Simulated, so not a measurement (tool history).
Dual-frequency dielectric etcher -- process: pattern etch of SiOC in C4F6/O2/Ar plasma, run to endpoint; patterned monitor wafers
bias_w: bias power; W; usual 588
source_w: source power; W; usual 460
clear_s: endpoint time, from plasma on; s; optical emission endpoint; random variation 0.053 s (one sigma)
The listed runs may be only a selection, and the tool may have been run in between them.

run	day	bias_w	source_w	wafers since the last listed run	hours since the last wet clean	hours since the last bias power generator calibration	hours since the last source power generator calibration	hours since the last upper electrode change	incoming incoming film thickness, nm	clear_s
1	0	588	460	0	258.1	2342.7	4543.7	4782.1	44.38	13.7
2	1.8	588	460	873	301.3	2385.9	4586.9	4825.3	44.18	13.7
3	4.642	588	460	1378	369.5	2454.1	4655.1	4893.5	44.22	13.7
# day 8.2: source power generator calibrated
4	8.388	588	460	1736	459.4	2544	4.5	4983.4	43.88	13.3
5	10.075	588	460	818	499.9	2584.5	45	5023.9	44.24	13.4
6	12.238	588	460	1049	551.8	2636.4	96.9	5075.8	43.78	13.2
7	15.767	588	460	1712	636.5	2721.1	181.6	5160.5	44.02	13.5
8	17.575	588	460	877	679.9	2764.5	225	5203.9	43.73	13.4
# day 18.792: wet clean of the chamber
9	24.796	588	460	3018	144.1	2937.8	398.3	5377.2	44.17	13.2
10	28.138	588	460	1621	224.3	3018	478.5	5457.4	44.24	13.3
11	40.125	588	460	5816	512	3305.7	766.2	5745.1	44.4	13.4
12	42.85	635	460	1322	577.4	3371.1	831.6	5810.5	44.02	13
13	46.55	588	460	1795	666.2	3459.9	920.4	5899.3	43.96	13.5
14	49.538	588	460	1449	737.9	3531.6	992.1	5971	43.66	13.4
15	52.246	588	460	1314	802.9	3596.6	1057.1	6036	44.21	13.6
# day 53.875: wet clean of the chamber
16	56.558	474	530	1607	64.4	3700.1	1160.6	6139.5	43.81	13.7
# day 61.462: upper electrode replaced
17	61.483	588	460	1904	182.6	3818.3	1278.8	0.5	43.69	13.2
18	63.758	493	400	1103	237.2	3872.9	1333.4	55.1	43.92	15.3
# day 64.654: bias power generator calibrated
19	65.367	526	540	699	275.8	17.1	1372	93.7	44.2	13.1
20	67.104	588	460	843	317.5	58.8	1413.7	135.4	44.35	13.4
21	68.912	545	430	877	360.9	102.2	1457.1	178.8	44.25	14.5
22	72.296	692	460	1641	442.1	183.4	1538.3	260	43.97	12.5
23	74.425	588	460	1033	493.2	234.5	1589.4	311.1	44.05	13.5
24	78.85	588	460	2147	599.4	340.7	1695.6	417.3	43.9	13.5
25	83.217	697	410	2118	704.2	445.5	1800.4	522.1	43.97	13.3
26	85.708	588	430	1208	764	505.3	1860.2	581.9	44.41	14.4
# day 86.954: wet clean of the chamber
27	87.908	700	360	582	22.9	558.1	1913	634.7	43.95	13.8
28	89.454	588	460	750	60	595.2	1950.1	671.8	43.79	13.1
29	92.188	666	530	1326	125.6	660.8	2015.7	737.4	43.86	11.8
30	96.862	646	540	2268	237.8	773	2127.9	849.6	43.92	11.9
31	98.9	534	530	988	286.7	821.9	2176.8	898.5	44.14	13
32	101.908	450	570	1459	358.9	894.1	2249	970.7	43.32	13.4
33	105.408	690	460	1698	442.9	978.1	2333	1054.7	43.61	12.4
34	107.992	443	490	1253	504.9	1040.1	2395	1116.7	43.65	14.9
35	111.942	478	420	1916	599.7	1134.9	2489.8	1211.5	43.94	15.5
36	114.8	672	380	1386	668.3	1203.5	2558.4	1280.1	44.72	14.3

What if the next run were any one of these 3? Each begins from the tool's condition after run 36:
A	114.817	716	460	8	668.7	1203.9	2558.8	1280.5	43.76	?
B	114.817	537	460	8	668.7	1203.9	2558.8	1280.5	43.76	?
C	114.817	672	490	8	668.7	1203.9	2558.8	1280.5	43.76	?

run	clear_s
A	12.5
B	14.2
C	12.5
Had the tool no hidden state, the same runs would have come out as:
run	clear_s
A	12.1
B	13.7
C	12.1

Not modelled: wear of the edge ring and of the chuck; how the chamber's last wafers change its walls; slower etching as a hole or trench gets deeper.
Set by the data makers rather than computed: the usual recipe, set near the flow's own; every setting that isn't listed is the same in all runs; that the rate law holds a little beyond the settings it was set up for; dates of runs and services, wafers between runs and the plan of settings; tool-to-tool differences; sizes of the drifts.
